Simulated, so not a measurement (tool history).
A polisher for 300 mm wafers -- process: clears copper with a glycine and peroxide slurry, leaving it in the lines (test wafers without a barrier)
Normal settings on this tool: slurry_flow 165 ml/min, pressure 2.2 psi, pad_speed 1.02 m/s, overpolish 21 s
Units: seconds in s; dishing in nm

run,hour,slurry_flow,pressure,pad_speed,overpolish,wafers since the last listed run,wafers polished on this pad,hours since the slurry nozzle was cleaned,hours since the head pressure was calibrated,"incoming thickness of the incoming film, nm",seconds,dishing
1,0,165,2.2,1.02,21,0,931,244.3,732.4,665.9,162.4,35.4
2,33.5,165,2.2,1.02,21,194,1125,277.8,765.9,660.9,165.2,33.1
# hour 39.2: worn pad replaced by a new one
3,68.8,165,2.2,1.02,21,181,172,313.1,801.2,649.7,151.3,34.1
4,150,165,2.2,1.02,21,472,644,394.3,882.4,664.6,161.2,33.2
5,181.4,165,2.2,1.02,21,182,826,425.7,913.8,671.1,173.5,33.3
6,198.6,165,2.2,1.02,21,99,926,442.9,931,666.7,171.6,33.4
7,234.1,165,2.2,1.02,30,206,1133,478.4,966.5,665,172.7,36.9
# hour 267.3: worn pad replaced by a new one
8,272,165,2.2,1.02,30,197,27,516.3,1004.4,664.4,163.7,38
# hour 282.1: head pressure recalibrated
9,296.6,165,2.2,1.02,30,131,158,540.9,14.5,661,166.2,35.7
10,328.1,165,2.2,1.02,21,183,341,572.4,46,659.5,169.9,33.8
11,344.8,165,2.2,1.02,21,97,438,589.1,62.7,654,168.9,33.2
12,369.3,165,2.2,1.02,21,142,581,613.6,87.2,670.5,176.5,32.9
# hour 389.2: slurry nozzle cleaned
13,402.9,165,2.2,1.02,21,189,770,13.7,120.8,665.4,162.8,34.7
14,431.6,165,2.2,1.02,21,166,937,42.4,149.5,672.8,162.6,34.3
15,447.3,165,2.2,1.02,21,91,1028,58.1,165.2,663.7,157.9,34.2
16,463.4,125,2.2,1.2,10,93,1122,74.2,181.3,662,152.8,24.1
# hour 484.9: worn pad replaced by a new one
17,490.1,145,1.7,1.22,27,131,29,100.9,208,678.6,169.6,35.6
18,515.1,125,2.7,0.66,12,145,175,125.9,233,654.7,176.9,25.7
19,535.7,165,2.2,1.02,21,119,295,146.5,253.6,672,152.1,35
20,562.3,165,2.2,1.02,21,154,449,173.1,280.2,659.4,157.5,34.6
21,587.1,165,2.5,0.92,15,144,593,197.9,305,669.1,154.3,31
22,605.9,165,2.2,1.02,21,109,703,216.7,323.8,672.7,165.9,34
23,638.9,115,1.4,1.02,28,191,895,249.7,356.8,662.5,250.3,32.5
24,674.4,165,1.4,1.22,12,206,1101,285.2,392.3,657,206,22.1
25,697.5,165,2.2,1.02,21,134,1235,308.3,415.4,668.8,168.6,33.9
# hour 713.4: worn pad replaced by a new one
26,717.9,165,2.2,1.02,21,95,26,328.7,435.8,676,161.1,33.5
27,730.5,165,2.2,1.02,14,73,99,341.3,448.4,658.2,158.6,28.2
28,756.3,165,2.2,1.02,21,149,249,367.1,474.2,659,160.6,35
29,791.9,205,1.4,1.3,17,206,456,402.7,509.8,666.1,184.3,28.7
30,810.1,110,3,1.02,21,105,562,420.9,528,665.2,148.4,34.5
31,835.1,165,2.2,1.02,21,145,707,445.9,553,665.3,169.4,33.3
32,863,165,2.4,1.02,15,162,869,473.8,580.9,665.3,160.3,29.2
33,897.7,165,2.2,1.02,21,201,1071,508.5,615.6,671.9,175.5,33.1
34,923.4,140,2.9,1.02,14,149,1220,534.2,641.3,659.2,147.9,29.2

Forecast each of these 4 alternatives for the next run:
A,923.9,165,2.2,1.02,21,2,1223,534.7,641.8,668.3,?,?
B,923.9,165,1.7,1.3,31,2,1223,534.7,641.8,668.3,?,?
C,923.9,165,2.2,0.7,33,2,1223,534.7,641.8,668.3,?,?
D,923.9,140,1.5,1.02,32,2,1223,534.7,641.8,668.3,?,?

run,seconds,dishing
A,182.3,33.3
B,188.8,36.5
C,232.1,37.3
D,257.1,34.7
With no hidden state in the tool, these same runs would have given:
run,seconds,dishing
A,145.8,35.9
B,151,38.1
C,185.6,39.7
D,201.1,37.5
